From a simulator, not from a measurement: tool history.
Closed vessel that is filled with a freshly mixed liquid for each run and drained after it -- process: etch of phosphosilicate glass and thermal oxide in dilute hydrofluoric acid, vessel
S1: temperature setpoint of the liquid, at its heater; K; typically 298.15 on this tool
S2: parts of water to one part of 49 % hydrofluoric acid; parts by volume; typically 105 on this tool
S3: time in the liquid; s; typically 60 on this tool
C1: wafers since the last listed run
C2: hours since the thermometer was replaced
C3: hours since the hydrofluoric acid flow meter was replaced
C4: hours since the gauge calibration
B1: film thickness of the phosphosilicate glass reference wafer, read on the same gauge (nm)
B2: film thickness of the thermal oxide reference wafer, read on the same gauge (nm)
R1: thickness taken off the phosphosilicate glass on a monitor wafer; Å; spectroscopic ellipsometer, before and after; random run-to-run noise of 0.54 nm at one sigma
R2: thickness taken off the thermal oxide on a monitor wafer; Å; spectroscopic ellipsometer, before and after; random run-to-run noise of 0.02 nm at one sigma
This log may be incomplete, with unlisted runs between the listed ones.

{"run": 1, "hour": 0.0, "S1": 298.15, "S2": 105, "S3": 60, "C1": 0, "C2": 223.2, "C3": 417, "C4": 205.1, "B1": 140.01, "B2": 89.978, "R1": 638.3, "R2": 25.81}
{"run": 2, "hour": 59.6, "S1": 298.15, "S2": 130, "S3": 60, "C1": 5894, "C2": 282.8, "C3": 476.6, "C4": 264.7, "B1": 140.02, "B2": 89.95, "R1": 494.8, "R2": 20.14}
{"run": 3, "hour": 129.6, "S1": 298.15, "S2": 130, "S3": 60, "C1": 6922, "C2": 352.8, "C3": 546.6, "C4": 334.7, "B1": 140.01, "B2": 90.04, "R1": 498.6, "R2": 20.26}
{"run": 4, "hour": 212.8, "S1": 298.15, "S2": 105, "S3": 60, "C1": 8228, "C2": 436, "C3": 629.8, "C4": 417.9, "B1": 139.99, "B2": 90.013, "R1": 633.4, "R2": 25.64}
{"run": 5, "hour": 265.4, "S1": 298.15, "S2": 105, "S3": 60, "C1": 5201, "C2": 488.6, "C3": 682.4, "C4": 470.5, "B1": 139.99, "B2": 90.007, "R1": 623.9, "R2": 25.43}
{"hour": 324.0, "done": "thermometer replaced"}
{"run": 6, "hour": 355.4, "S1": 298.15, "S2": 105, "S3": 60, "C1": 8801, "C2": 31.4, "C3": 772.4, "C4": 560.5, "B1": 140, "B2": 89.958, "R1": 640, "R2": 25.47}
{"run": 7, "hour": 392.7, "S1": 298.15, "S2": 105, "S3": 60, "C1": 3688, "C2": 68.7, "C3": 809.7, "C4": 597.8, "B1": 139.99, "B2": 89.966, "R1": 636.3, "R2": 25.74}
{"hour": 641.3, "done": "hydrofluoric acid flow meter replaced"}
{"run": 8, "hour": 686.5, "S1": 298.15, "S2": 105, "S3": 60, "C1": 28956, "C2": 362.5, "C3": 45.2, "C4": 891.6, "B1": 139.99, "B2": 90.022, "R1": 631.7, "R2": 25.49}
{"run": 9, "hour": 728.3, "S1": 298.15, "S2": 105, "S3": 60, "C1": 4133, "C2": 404.3, "C3": 87, "C4": 933.4, "B1": 139.99, "B2": 89.992, "R1": 631.4, "R2": 25.92}
{"run": 10, "hour": 775.1, "S1": 298.15, "S2": 105, "S3": 60, "C1": 4628, "C2": 451.1, "C3": 133.8, "C4": 980.2, "B1": 140, "B2": 90.005, "R1": 628, "R2": 26.19}
{"run": 11, "hour": 818.5, "S1": 296.15, "S2": 105, "S3": 60, "C1": 4292, "C2": 494.5, "C3": 177.2, "C4": 1023.6, "B1": 139.99, "B2": 89.963, "R1": 583.1, "R2": 23.49}
{"run": 12, "hour": 879.6, "S1": 298.15, "S2": 105, "S3": 60, "C1": 6042, "C2": 555.6, "C3": 238.3, "C4": 1084.7, "B1": 140, "B2": 89.983, "R1": 636.7, "R2": 25.45}
{"hour": 883.7, "done": "thermometer replaced"}
{"run": 13, "hour": 961.9, "S1": 298.15, "S2": 105, "S3": 60, "C1": 8040, "C2": 78.2, "C3": 320.6, "C4": 1167, "B1": 139.99, "B2": 90.011, "R1": 626.5, "R2": 25.51}
{"run": 14, "hour": 1056.2, "S1": 298.15, "S2": 105, "S3": 60, "C1": 9325, "C2": 172.5, "C3": 414.9, "C4": 1261.3, "B1": 140.01, "B2": 90.053, "R1": 631.2, "R2": 25.85}
{"run": 15, "hour": 1103.2, "S1": 296.15, "S2": 130, "S3": 80, "C1": 4648, "C2": 219.5, "C3": 461.9, "C4": 1308.3, "B1": 140.01, "B2": 89.963, "R1": 612.4, "R2": 25.12}
{"hour": 1106.4, "done": "gauge calibrated"}
{"run": 16, "hour": 1196.1, "S1": 298.15, "S2": 105, "S3": 60, "C1": 9187, "C2": 312.4, "C3": 554.8, "C4": 89.7, "B1": 140, "B2": 90.039, "R1": 627.9, "R2": 25.51}
{"run": 17, "hour": 1252.7, "S1": 302.15, "S2": 105, "S3": 35, "C1": 5597, "C2": 369, "C3": 611.4, "C4": 146.3, "B1": 139.99, "B2": 89.997, "R1": 427.4, "R2": 17.39}
{"run": 18, "hour": 1318.1, "S1": 298.15, "S2": 105, "S3": 90, "C1": 6467, "C2": 434.4, "C3": 676.8, "C4": 211.7, "B1": 140.01, "B2": 89.996, "R1": 939.9, "R2": 38.33}
{"run": 19, "hour": 1418.2, "S1": 298.15, "S2": 105, "S3": 60, "C1": 9899, "C2": 534.5, "C3": 776.9, "C4": 311.8, "B1": 140, "B2": 90.017, "R1": 639.9, "R2": 25.66}
{"run": 20, "hour": 1457.6, "S1": 295.15, "S2": 55, "S3": 85, "C1": 3896, "C2": 573.9, "C3": 816.3, "C4": 351.2, "B1": 140.01, "B2": 89.997, "R1": 1626.7, "R2": 66.24}
{"run": 21, "hour": 1519.7, "S1": 298.15, "S2": 105, "S3": 80, "C1": 6141, "C2": 636, "C3": 878.4, "C4": 413.3, "B1": 140.01, "B2": 90.009, "R1": 834.1, "R2": 34.17}
{"hour": 1523.1, "done": "hydrofluoric acid flow meter replaced"}
{"hour": 1530.5, "done": "thermometer replaced"}
{"run": 22, "hour": 1585.6, "S1": 299.65, "S2": 85, "S3": 95, "C1": 6319, "C2": 55.1, "C3": 62.5, "C4": 479.2, "B1": 140, "B2": 89.974, "R1": 1345.5, "R2": 54.96}
{"run": 23, "hour": 1635.2, "S1": 298.15, "S2": 105, "S3": 45, "C1": 4905, "C2": 104.7, "C3": 112.1, "C4": 528.8, "B1": 140, "B2": 89.981, "R1": 478.7, "R2": 19.64}
{"run": 24, "hour": 1684.7, "S1": 298.15, "S2": 105, "S3": 75, "C1": 4895, "C2": 154.2, "C3": 161.6, "C4": 578.3, "B1": 140.02, "B2": 90.043, "R1": 792, "R2": 31.85}
{"run": 25, "hour": 1764.3, "S1": 296.15, "S2": 140, "S3": 60, "C1": 7872, "C2": 233.8, "C3": 241.2, "C4": 657.9, "B1": 139.98, "B2": 90.048, "R1": 416.4, "R2": 17.15}
{"run": 26, "hour": 1814.8, "S1": 298.15, "S2": 105, "S3": 60, "C1": 4994, "C2": 284.3, "C3": 291.7, "C4": 708.4, "B1": 139.99, "B2": 89.956, "R1": 625.4, "R2": 25.91}

Consider 3 possible next runs. They are alternatives, not a sequence: every one starts from the tool as it was left by run 26. What does each give?
{"run": "A", "hour": 1815.5, "S1": 301.15, "S2": 105, "S3": 60, "C1": 69, "C2": 285, "C3": 292.4, "C4": 709.1, "B1": "?", "B2": "?", "R1": "?", "R2": "?"}
{"run": "B", "hour": 1815.5, "S1": 300.15, "S2": 75, "S3": 90, "C1": 69, "C2": 285, "C3": 292.4, "C4": 709.1, "B1": "?", "B2": "?", "R1": "?", "R2": "?"}
{"run": "C", "hour": 1815.5, "S1": 300.15, "S2": 85, "S3": 85, "C1": 69, "C2": 285, "C3": 292.4, "C4": 709.1, "B1": "?", "B2": "?", "R1": "?", "R2": "?"}

run=A B1=139.98 B2=90.014 R1=718.1 R2=29.01
run=B B1=139.98 B2=90.014 R1=1510.9 R2=61.05
run=C B1=139.98 B2=90.014 R1=1242 R2=50.19
Without the tool's hidden state the same runs would have given:
run=A R1=718.1 R2=29.01
run=B R1=1510.9 R2=61.05
run=C R1=1242 R2=50.19
